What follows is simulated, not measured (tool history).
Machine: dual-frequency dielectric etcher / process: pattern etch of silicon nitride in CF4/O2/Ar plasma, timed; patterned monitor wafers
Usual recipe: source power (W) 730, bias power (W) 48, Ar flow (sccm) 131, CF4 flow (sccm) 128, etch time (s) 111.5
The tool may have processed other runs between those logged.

| run | day | source power (W) | bias power (W) | Ar flow (sccm) | CF4 flow (sccm) | etch time (s) | read-back reference wafer on the same gauge, depth_nm | mean etch depth across the wafer (Å) |
|---|---|---|---|---|---|---|---|---|
| 1 | 0 | 730 | 48 | 131 | 128 | 111.5 | 248.4 | 2966 |
| 2 | 2.846 | 730 | 48 | 131 | 118 | 111.5 | 248.3 | 2935 |
| 3 | 4.154 | 730 | 48 | 131 | 118 | 111.5 | 248 | 2907 |
|  | 4.433 | CF4 flow controller replaced |
| 4 | 6.212 | 730 | 48 | 131 | 118 | 111.5 | 248 | 2900 |
| 5 | 7.638 | 730 | 48 | 131 | 128 | 100.5 | 248.3 | 2665 |
|  | 10.35 | gauge calibrated |
| 6 | 10.562 | 730 | 48 | 131 | 128 | 100.5 | 247.7 | 2657 |
| 7 | 12.754 | 730 | 48 | 131 | 128 | 100.5 | 247.9 | 2668 |
| 8 | 14.429 | 730 | 48 | 131 | 128 | 111.5 | 248.1 | 2942 |
| 9 | 17.408 | 730 | 48 | 131 | 128 | 111.5 | 247.7 | 2946 |
|  | 17.583 | bias power generator calibrated |
| 10 | 18.525 | 730 | 48 | 160 | 128 | 111.5 | 247.7 | 2838 |
| 11 | 19.825 | 610 | 38 | 131 | 145 | 135.5 | 247.7 | 2811 |
|  | 20.183 | Ar flow controller replaced |
| 12 | 20.942 | 620 | 48 | 131 | 117 | 111.5 | 248 | 2449 |
|  | 24.354 | wet clean of the chamber |
|  | 24.925 | upper electrode replaced |
| 13 | 24.946 | 730 | 48 | 131 | 128 | 111.5 | 247.6 | 2959 |
| 14 | 25.583 | 730 | 48 | 131 | 128 | 80 | 248.2 | 2117 |
| 15 | 28.375 | 810 | 48 | 150 | 156 | 86.5 | 247.8 | 2554 |
|  | 29.775 | source power generator calibrated |
| 16 | 30.188 | 730 | 41 | 131 | 128 | 91 | 248.3 | 2285 |
| 17 | 31.462 | 730 | 48 | 131 | 128 | 111.5 | 248.2 | 2949 |
| 18 | 33.25 | 560 | 58 | 155 | 128 | 111.5 | 248.1 | 2273 |
| 19 | 35.475 | 730 | 48 | 131 | 128 | 111.5 | 248.1 | 2929 |
| 20 | 36.917 | 840 | 36 | 131 | 128 | 111.5 | 247.5 | 3141 |
| 21 | 39.204 | 730 | 48 | 131 | 128 | 111.5 | 248.5 | 2956 |
| 22 | 41.762 | 900 | 39 | 119 | 128 | 78 | 247.9 | 2471 |

Exercise: give the hidden state of the tool at every run:
etch rate over this chamber's usual, %: 0 in every run
source power that arrives over what is set, %: 0 in every run
bias power that arrives over what is set, %: 0 in every run
Ar flow that arrives over what is set, %: 0 in every run
CF4 flow that arrives over what is set, %: 0 in every run
gauge reads high (%): 0 in every run

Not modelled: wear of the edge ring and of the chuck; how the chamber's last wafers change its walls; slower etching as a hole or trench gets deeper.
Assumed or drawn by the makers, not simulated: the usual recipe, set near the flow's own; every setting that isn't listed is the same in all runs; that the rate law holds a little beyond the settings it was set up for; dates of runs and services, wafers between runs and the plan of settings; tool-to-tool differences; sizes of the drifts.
